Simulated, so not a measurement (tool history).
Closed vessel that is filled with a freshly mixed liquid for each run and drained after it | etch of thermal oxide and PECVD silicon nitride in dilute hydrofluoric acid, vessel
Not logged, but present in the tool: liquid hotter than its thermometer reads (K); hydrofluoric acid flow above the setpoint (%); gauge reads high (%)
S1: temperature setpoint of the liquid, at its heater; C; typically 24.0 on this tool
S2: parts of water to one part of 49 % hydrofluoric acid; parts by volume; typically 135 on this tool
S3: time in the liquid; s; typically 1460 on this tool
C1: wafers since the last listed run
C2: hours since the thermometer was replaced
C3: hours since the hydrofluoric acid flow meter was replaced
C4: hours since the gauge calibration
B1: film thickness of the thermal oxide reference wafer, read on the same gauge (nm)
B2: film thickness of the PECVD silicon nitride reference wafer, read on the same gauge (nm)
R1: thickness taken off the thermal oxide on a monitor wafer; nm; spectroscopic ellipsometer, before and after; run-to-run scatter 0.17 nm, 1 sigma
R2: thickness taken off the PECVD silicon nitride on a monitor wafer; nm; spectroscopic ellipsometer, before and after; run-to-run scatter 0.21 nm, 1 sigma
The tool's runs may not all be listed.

{"run": 1, "hour": 0.0, "S1": 24.0, "S2": 135, "S3": 1460, "C1": 0, "C2": 2782.7, "C3": 2054.2, "C4": 175.9, "B1": 89.98, "B2": 90.05, "R1": 64.07, "R2": 30.87}
{"run": 2, "hour": 13.5, "S1": 24.0, "S2": 135, "S3": 1460, "C1": 363, "C2": 2796.2, "C3": 2067.7, "C4": 189.4, "B1": 90.0, "B2": 90.02, "R1": 64.11, "R2": 30.72}
{"run": 3, "hour": 30.5, "S1": 24.0, "S2": 135, "S3": 1460, "C1": 458, "C2": 2813.2, "C3": 2084.7, "C4": 206.4, "B1": 90.04, "B2": 90.0, "R1": 64.33, "R2": 30.12}
{"run": 4, "hour": 66.1, "S1": 24.0, "S2": 135, "S3": 1775, "C1": 959, "C2": 2848.8, "C3": 2120.3, "C4": 242.0, "B1": 89.98, "B2": 90.04, "R1": 78.45, "R2": 38.15}
{"run": 5, "hour": 90.3, "S1": 24.0, "S2": 135, "S3": 1775, "C1": 652, "C2": 2873.0, "C3": 2144.5, "C4": 266.2, "B1": 89.98, "B2": 90.01, "R1": 78.49, "R2": 37.72}
{"run": 6, "hour": 108.6, "S1": 24.0, "S2": 135, "S3": 1775, "C1": 493, "C2": 2891.3, "C3": 2162.8, "C4": 284.5, "B1": 89.99, "B2": 90.01, "R1": 79.12, "R2": 37.54}
{"hour": 113.9, "done": "gauge calibrated"}
{"run": 7, "hour": 123.1, "S1": 24.0, "S2": 135, "S3": 1220, "C1": 390, "C2": 2905.8, "C3": 2177.3, "C4": 9.2, "B1": 90.03, "B2": 89.99, "R1": 54.26, "R2": 25.85}
{"run": 8, "hour": 138.0, "S1": 24.0, "S2": 135, "S3": 1220, "C1": 401, "C2": 2920.7, "C3": 2192.2, "C4": 24.1, "B1": 90.04, "B2": 90.01, "R1": 54.23, "R2": 25.69}
{"run": 9, "hour": 160.3, "S1": 24.0, "S2": 135, "S3": 1220, "C1": 600, "C2": 2943.0, "C3": 2214.5, "C4": 46.4, "B1": 90.01, "B2": 90.0, "R1": 54.33, "R2": 25.54}
{"run": 10, "hour": 195.2, "S1": 24.0, "S2": 135, "S3": 1460, "C1": 940, "C2": 2977.9, "C3": 2249.4, "C4": 81.3, "B1": 90.0, "B2": 90.03, "R1": 65.26, "R2": 30.59}
{"run": 11, "hour": 226.3, "S1": 24.0, "S2": 135, "S3": 1460, "C1": 837, "C2": 3009.0, "C3": 2280.5, "C4": 112.4, "B1": 90.0, "B2": 90.0, "R1": 65.52, "R2": 31.75}
{"run": 12, "hour": 243.2, "S1": 24.0, "S2": 135, "S3": 790, "C1": 455, "C2": 3025.9, "C3": 2297.4, "C4": 129.3, "B1": 90.02, "B2": 90.0, "R1": 35.57, "R2": 17.38}
{"run": 13, "hour": 264.7, "S1": 21.0, "S2": 190, "S3": 1745, "C1": 579, "C2": 3047.4, "C3": 2318.9, "C4": 150.8, "B1": 90.02, "B2": 90.02, "R1": 46.82, "R2": 21.99}
{"run": 14, "hour": 277.5, "S1": 24.0, "S2": 195, "S3": 1460, "C1": 344, "C2": 3060.2, "C3": 2331.7, "C4": 163.6, "B1": 89.98, "B2": 90.03, "R1": 42.75, "R2": 22.06}
{"hour": 315.4, "done": "thermometer replaced"}
{"hour": 317.0, "done": "hydrofluoric acid flow meter replaced"}
{"run": 15, "hour": 359.4, "S1": 24.0, "S2": 165, "S3": 1460, "C1": 2152, "C2": 44.0, "C3": 42.4, "C4": 245.5, "B1": 89.98, "B2": 89.97, "R1": 41.93, "R2": 20.16}
{"hour": 369.3, "done": "gauge calibrated"}
{"run": 16, "hour": 393.8, "S1": 24.0, "S2": 135, "S3": 1460, "C1": 926, "C2": 78.4, "C3": 76.8, "C4": 24.5, "B1": 89.98, "B2": 90.0, "R1": 53.32, "R2": 24.39}
{"run": 17, "hour": 417.9, "S1": 25.5, "S2": 135, "S3": 1460, "C1": 649, "C2": 102.5, "C3": 100.9, "C4": 48.6, "B1": 90.0, "B2": 90.0, "R1": 56.6, "R2": 26.98}
{"run": 18, "hour": 438.5, "S1": 24.0, "S2": 135, "S3": 1460, "C1": 555, "C2": 123.1, "C3": 121.5, "C4": 69.2, "B1": 89.97, "B2": 89.99, "R1": 53.65, "R2": 24.28}
{"run": 19, "hour": 472.4, "S1": 29.0, "S2": 115, "S3": 1460, "C1": 913, "C2": 157.0, "C3": 155.4, "C4": 103.1, "B1": 89.99, "B2": 90.01, "R1": 78.04, "R2": 40.14}

Estimate the outcome of run 20 from the log above:
{"run": 20, "hour": 493.4, "S1": 26.0, "S2": 200, "S3": 845, "C1": 565, "C2": 178.0, "C3": 176.4, "C4": 124.1, "B1": "?", "B2": "?", "R1": "?", "R2": "?"}

B1: 89.95
B2: 90.02
R1: 21.10 nm
R2: 11.06 nm
Were there no unlogged condition in the tool, this run, its random variation unchanged, would have produced R1 20.30 nm, R2 10.59 nm.
